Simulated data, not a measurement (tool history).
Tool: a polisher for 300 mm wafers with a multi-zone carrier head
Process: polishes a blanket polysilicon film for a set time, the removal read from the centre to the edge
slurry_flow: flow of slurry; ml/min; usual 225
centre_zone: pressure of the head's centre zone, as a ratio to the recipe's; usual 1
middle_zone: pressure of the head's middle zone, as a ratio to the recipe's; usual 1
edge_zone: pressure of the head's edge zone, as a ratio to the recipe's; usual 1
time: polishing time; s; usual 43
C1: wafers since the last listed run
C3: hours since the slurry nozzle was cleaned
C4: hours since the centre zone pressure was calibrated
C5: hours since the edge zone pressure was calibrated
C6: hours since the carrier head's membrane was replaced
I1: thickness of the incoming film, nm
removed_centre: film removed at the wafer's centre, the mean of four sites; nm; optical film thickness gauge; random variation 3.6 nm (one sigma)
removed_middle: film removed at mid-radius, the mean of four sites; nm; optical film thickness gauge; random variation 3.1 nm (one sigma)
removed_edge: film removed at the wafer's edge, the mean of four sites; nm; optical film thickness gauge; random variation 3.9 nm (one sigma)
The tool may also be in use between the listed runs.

{"run": 1, "hour": 0.0, "slurry_flow": 225, "centre_zone": 1, "middle_zone": 1, "edge_zone": 1, "time": 43, "C1": 0, "wafers polished on this pad": 1122, "C3": 459.2, "C4": 495.5, "C5": 68.1, "C6": 121.6, "I1": 2246.8, "removed_centre": 244.5, "removed_middle": 257.7, "removed_edge": 246.4}
{"hour": 69.9, "done": "slurry nozzle cleaned"}
{"run": 2, "hour": 96.0, "slurry_flow": 225, "centre_zone": 1, "middle_zone": 1.09, "edge_zone": 1, "time": 43, "C1": 1206, "wafers polished on this pad": 2328, "C3": 26.1, "C4": 591.5, "C5": 164.1, "C6": 217.6, "I1": 2243, "removed_centre": 266.7, "removed_middle": 297.4, "removed_edge": 271.7}
{"run": 3, "hour": 139.9, "slurry_flow": 225, "centre_zone": 1, "middle_zone": 1.09, "edge_zone": 1, "time": 43, "C1": 557, "wafers polished on this pad": 2885, "C3": 70, "C4": 635.4, "C5": 208, "C6": 261.5, "I1": 2247.9, "removed_centre": 273.2, "removed_middle": 296.1, "removed_edge": 267.6}
{"hour": 165.5, "done": "worn pad replaced by a new one"}
{"run": 4, "hour": 193.8, "slurry_flow": 225, "centre_zone": 1, "middle_zone": 1.09, "edge_zone": 1, "time": 43, "C1": 633, "wafers polished on this pad": 358, "C3": 123.9, "C4": 689.3, "C5": 261.9, "C6": 315.4, "I1": 2287.5, "removed_centre": 270.5, "removed_middle": 289.5, "removed_edge": 266.1}
{"run": 5, "hour": 287.5, "slurry_flow": 225, "centre_zone": 1, "middle_zone": 1, "edge_zone": 1, "time": 49, "C1": 1189, "wafers polished on this pad": 1548, "C3": 217.6, "C4": 783, "C5": 355.6, "C6": 409.1, "I1": 2248.8, "removed_centre": 295, "removed_middle": 307, "removed_edge": 300}
{"run": 6, "hour": 345.0, "slurry_flow": 225, "centre_zone": 1, "middle_zone": 1, "edge_zone": 1, "time": 49, "C1": 730, "wafers polished on this pad": 2278, "C3": 275.1, "C4": 840.5, "C5": 413.1, "C6": 466.6, "I1": 2273.9, "removed_centre": 290.6, "removed_middle": 303.8, "removed_edge": 294.2}
{"run": 7, "hour": 389.3, "slurry_flow": 285, "centre_zone": 1, "middle_zone": 1, "edge_zone": 1, "time": 43, "C1": 562, "wafers polished on this pad": 2840, "C3": 319.4, "C4": 884.8, "C5": 457.4, "C6": 510.9, "I1": 2249.3, "removed_centre": 268.6, "removed_middle": 281.3, "removed_edge": 271.6}
{"hour": 443.6, "done": "worn pad replaced by a new one"}
{"run": 8, "hour": 454.5, "slurry_flow": 285, "centre_zone": 1, "middle_zone": 1, "edge_zone": 1, "time": 43, "C1": 776, "wafers polished on this pad": 137, "C3": 384.6, "C4": 950, "C5": 522.6, "C6": 576.1, "I1": 2212.9, "removed_centre": 262.5, "removed_middle": 270.4, "removed_edge": 258.4}
{"run": 9, "hour": 552.7, "slurry_flow": 225, "centre_zone": 0.9, "middle_zone": 1, "edge_zone": 1, "time": 43, "C1": 1246, "wafers polished on this pad": 1384, "C3": 482.8, "C4": 1048.2, "C5": 620.8, "C6": 674.3, "I1": 2211.1, "removed_centre": 226.2, "removed_middle": 259, "removed_edge": 255.4}
{"hour": 586.0, "done": "slurry nozzle cleaned"}
{"hour": 590.9, "done": "centre zone pressure recalibrated"}
{"run": 10, "hour": 643.6, "slurry_flow": 225, "centre_zone": 1, "middle_zone": 1, "edge_zone": 1, "time": 43, "C1": 1115, "wafers polished on this pad": 2500, "C3": 57.6, "C4": 52.7, "C5": 711.7, "C6": 765.2, "I1": 2263.9, "removed_centre": 266.6, "removed_middle": 271.6, "removed_edge": 266.5}
{"hour": 682.8, "done": "carrier head's membrane replaced by a new one"}
{"run": 11, "hour": 715.5, "slurry_flow": 145, "centre_zone": 0.97, "middle_zone": 1, "edge_zone": 1, "time": 55, "C1": 849, "wafers polished on this pad": 3349, "C3": 129.5, "C4": 124.6, "C5": 783.6, "C6": 32.7, "I1": 2215.4, "removed_centre": 296.4, "removed_middle": 321.5, "removed_edge": 326.2}
{"hour": 738.0, "done": "worn pad replaced by a new one"}
{"run": 12, "hour": 811.8, "slurry_flow": 195, "centre_zone": 1.05, "middle_zone": 1, "edge_zone": 1.08, "time": 30, "C1": 1171, "wafers polished on this pad": 936, "C3": 225.8, "C4": 220.9, "C5": 879.9, "C6": 129, "I1": 2199.8, "removed_centre": 186.4, "removed_middle": 183.7, "removed_edge": 183.7}
{"run": 13, "hour": 867.8, "slurry_flow": 225, "centre_zone": 1, "middle_zone": 1.04, "edge_zone": 1, "time": 48, "C1": 710, "wafers polished on this pad": 1647, "C3": 281.8, "C4": 276.9, "C5": 935.9, "C6": 185, "I1": 2263.6, "removed_centre": 286.7, "removed_middle": 305.9, "removed_edge": 296.9}
{"hour": 905.7, "done": "edge zone pressure recalibrated"}
{"run": 14, "hour": 962.5, "slurry_flow": 170, "centre_zone": 1, "middle_zone": 1, "edge_zone": 1, "time": 43, "C1": 1176, "wafers polished on this pad": 2824, "C3": 376.5, "C4": 371.6, "C5": 56.8, "C6": 279.7, "I1": 2262.2, "removed_centre": 237.9, "removed_middle": 249.2, "removed_edge": 247.4}
{"hour": 1025.6, "done": "slurry nozzle cleaned"}
{"run": 15, "hour": 1038.7, "slurry_flow": 225, "centre_zone": 1, "middle_zone": 1, "edge_zone": 1, "time": 43, "C1": 954, "wafers polished on this pad": 3779, "C3": 13.1, "C4": 447.8, "C5": 133, "C6": 355.9, "I1": 2230.1, "removed_centre": 271.1, "removed_middle": 272, "removed_edge": 269.4}
{"hour": 1059.5, "done": "worn pad replaced by a new one"}
{"run": 16, "hour": 1106.8, "slurry_flow": 225, "centre_zone": 1, "middle_zone": 1, "edge_zone": 1, "time": 43, "C1": 813, "wafers polished on this pad": 600, "C3": 81.2, "C4": 515.9, "C5": 201.1, "C6": 424, "I1": 2243.5, "removed_centre": 270.1, "removed_middle": 276.5, "removed_edge": 262.1}
{"run": 17, "hour": 1187.7, "slurry_flow": 225, "centre_zone": 1, "middle_zone": 1.04, "edge_zone": 1, "time": 43, "C1": 1027, "wafers polished on this pad": 1627, "C3": 162.1, "C4": 596.8, "C5": 282, "C6": 504.9, "I1": 2251.7, "removed_centre": 269.6, "removed_middle": 282.1, "removed_edge": 263}
{"run": 18, "hour": 1256.5, "slurry_flow": 225, "centre_zone": 1, "middle_zone": 0.94, "edge_zone": 1, "time": 43, "C1": 873, "wafers polished on this pad": 2500, "C3": 230.9, "C4": 665.6, "C5": 350.8, "C6": 573.7, "I1": 2212.8, "removed_centre": 257.1, "removed_middle": 255.1, "removed_edge": 267.7}
{"hour": 1334.3, "done": "worn pad replaced by a new one"}
{"run": 19, "hour": 1340.8, "slurry_flow": 225, "centre_zone": 1, "middle_zone": 0.95, "edge_zone": 1, "time": 43, "C1": 1019, "wafers polished on this pad": 83, "C3": 315.2, "C4": 749.9, "C5": 435.1, "C6": 658, "I1": 2233.9, "removed_centre": 256.5, "removed_middle": 254.7, "removed_edge": 254.4}
{"run": 20, "hour": 1394.0, "slurry_flow": 255, "centre_zone": 1, "middle_zone": 0.91, "edge_zone": 1, "time": 43, "C1": 675, "wafers polished on this pad": 758, "C3": 368.4, "C4": 803.1, "C5": 488.3, "C6": 711.2, "I1": 2204.3, "removed_centre": 262.8, "removed_middle": 254.1, "removed_edge": 261.3}
{"hour": 1453.8, "done": "carrier head's membrane replaced by a new one"}
{"run": 21, "hour": 1466.0, "slurry_flow": 205, "centre_zone": 1.1, "middle_zone": 1, "edge_zone": 1, "time": 43, "C1": 850, "wafers polished on this pad": 1609, "C3": 440.4, "C4": 875.1, "C5": 560.3, "C6": 12.2, "I1": 2217.5, "removed_centre": 269.2, "removed_middle": 253.3, "removed_edge": 255.7}

Hidden state at the last listed run before each entry between runs and at the first one after, where it differs:
Between runs 1 and 2: slurry nozzle cleaned (hour 69.9)
  slurry flow missing at the pad, %: 40.2 -> 2.39
  measured less the result without the state, removed_centre: -25.9 -> -0.9 nm; removed_middle: -24.2 -> -1 nm; removed_edge: -16.7 -> -0.7 nm
Between runs 3 and 4: worn pad replaced by a new one (hour 165.5)
  slurry flow missing at the pad, %: 5.8 -> 9.99
  measured less the result without the state, removed_centre: -2.5 -> -4.4 nm; removed_middle: -2.4 -> -4.3 nm; removed_edge: -1.7 -> -2.9 nm
Between runs 7 and 8: worn pad replaced by a new one (hour 443.6)
  slurry flow missing at the pad, %: 25.2 -> 30.3
  measured less the result without the state, removed_centre: -10.8 -> -13.6 nm; removed_middle: -10.1 -> -12.6 nm; removed_edge: -7.4 -> -9 nm
Between runs 9 and 10: slurry nozzle cleaned (hour 586); centre zone pressure recalibrated (hour 590.9)
  slurry flow missing at the pad, %: 37.9 -> 4.77
  measured less the result without the state, removed_centre: -21.5 -> -2 nm; removed_middle: -22 -> -1.8 nm; removed_edge: -15.7 -> -1.4 nm
Between runs 10 and 11: carrier head's membrane replaced by a new one (hour 682.8)
  slurry flow missing at the pad, %: 4.77 -> 10.4
  measured less the result without the state, removed_centre: -2 -> -8 nm; removed_middle: -1.8 -> -7.7 nm; removed_edge: -1.4 -> -5.5 nm
Between runs 11 and 12: worn pad replaced by a new one (hour 738)
  slurry flow missing at the pad, %: 10.4 -> 17.8
  measured less the result without the state, removed_centre: -8 -> -7 nm; removed_middle: -7.7 -> -6.3 nm; removed_edge: -5.5 -> -4.6 nm
Between runs 13 and 14: edge zone pressure recalibrated (hour 905.7)
  slurry flow missing at the pad, %: 22.2 -> 29.6
  measured less the result without the state, removed_centre: -12.4 -> -20.6 nm; removed_middle: -11.8 -> -19 nm; removed_edge: -8.5 -> -13.3 nm
Between runs 14 and 15: slurry nozzle cleaned (hour 1025.6)
  slurry flow missing at the pad, %: 29.6 -> 1.32
  measured less the result without the state, removed_centre: -20.6 -> -0.6 nm; removed_middle: -19 -> -0.5 nm; removed_edge: -13.3 -> -0.4 nm
Between runs 15 and 16: worn pad replaced by a new one (hour 1059.5)
  slurry flow missing at the pad, %: 1.32 -> 6.61
  measured less the result without the state, removed_centre: -0.6 -> -2.8 nm; removed_middle: -0.5 -> -2.6 nm; removed_edge: -0.4 -> -1.8 nm
Between runs 18 and 19: worn pad replaced by a new one (hour 1334.3)
  slurry flow missing at the pad, %: 18.2 -> 24.8
  measured less the result without the state, removed_centre: -8.6 -> -12.8 nm; removed_middle: -7.7 -> -11.5 nm; removed_edge: -6 -> -8.5 nm
Between runs 20 and 21: carrier head's membrane replaced by a new one (hour 1453.8)
  slurry flow missing at the pad, %: 28.9 -> 34.5
  measured less the result without the state, removed_centre: -14.3 -> -24.2 nm; removed_middle: -12.5 -> -20.3 nm; removed_edge: -9.5 -> -14.7 nm

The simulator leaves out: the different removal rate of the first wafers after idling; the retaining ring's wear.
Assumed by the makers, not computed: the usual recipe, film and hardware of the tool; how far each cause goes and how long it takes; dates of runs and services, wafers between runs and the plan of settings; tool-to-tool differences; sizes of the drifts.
